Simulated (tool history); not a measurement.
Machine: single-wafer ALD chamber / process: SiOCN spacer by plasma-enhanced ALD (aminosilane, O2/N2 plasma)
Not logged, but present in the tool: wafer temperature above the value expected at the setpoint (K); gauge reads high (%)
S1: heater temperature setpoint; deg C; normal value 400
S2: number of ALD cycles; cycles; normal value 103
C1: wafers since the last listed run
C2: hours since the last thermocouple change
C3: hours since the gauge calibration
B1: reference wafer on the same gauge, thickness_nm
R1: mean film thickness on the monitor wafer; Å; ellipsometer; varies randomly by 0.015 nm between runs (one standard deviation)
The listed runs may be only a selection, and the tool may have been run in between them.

run   hour   S1   S2   C1      C2     C3     B1     R1
  1    0.0  408  109    0  1731.8  313.4  6.347  62.91
  2   24.8  406  103   92  1756.6  338.2  6.347  60.15
  3   38.7  406  103   51  1770.5  352.1  6.347  59.51
  4   67.2  400  103  106  1799.0  380.6  6.343  60.75
  5   81.1  400  103   51  1812.9  394.5  6.343  60.92
  6  104.6  400  103   87  1836.4  418.0  6.343  60.87
  7  119.9  400  103   56  1851.7  433.3  6.343  60.96
  8  152.5  400   96  121  1884.3  465.9  6.340  56.72
  9  166.2  400  103   51  1898.0  479.6  6.344  60.92
 10  246.4  400  103  298  1978.2  559.8  6.335  61.11
 11  258.9  400  103   46  1990.7  572.3  6.335  60.67
 12  277.6  407  103   69  2009.4  591.0  6.331  59.52
 13  298.9  407  103   79  2030.7  612.3  6.334  59.70
 14  331.1  400  103  119  2062.9  644.5  6.335  60.84
 15  343.9  396  103   47  2075.7  657.3  6.332  60.94
 16  362.1  391  103   67  2093.9  675.5  6.333  60.74
     368.1  -- gauge calibrated
 17  397.0  400  103  129  2128.8   28.9  6.411  61.61
 18  426.3  400  116  109  2158.1   58.2  6.400  69.15
 19  453.5  400  103  101  2185.3   85.4  6.393  61.33
     495.5  -- thermocouple changed; heater temperature recalibrated
 20  496.0  400  103  128     0.5  127.9  6.376  61.48
 21  512.5  400  111   61    17.0  144.4  6.379  65.92
 22  544.6  400  116  119    49.1  176.5  6.375  69.00
 23  565.9  400  103   79    70.4  197.8  6.371  61.27
 24  590.5  414   90   91    95.0  222.4  6.365  50.81
 25  603.1  400  103   46   107.6  235.0  6.364  61.44
 26  690.6  396   94  325   195.1  322.5  6.354  55.63
 27  714.9  392   84   90   219.4  346.8  6.353  49.78
 28  737.4  390  119   83   241.9  369.3  6.343  70.90

Run 29 comes next. What will it give?
 29  752.9  396  92  57  257.4  384.8   ?   ?

For run 29 the tool returned B1 6.345, R1 54.39 Å.
On a tool with no hidden condition, and with the same random variation, this run would have come out at R1 55.01 Å.
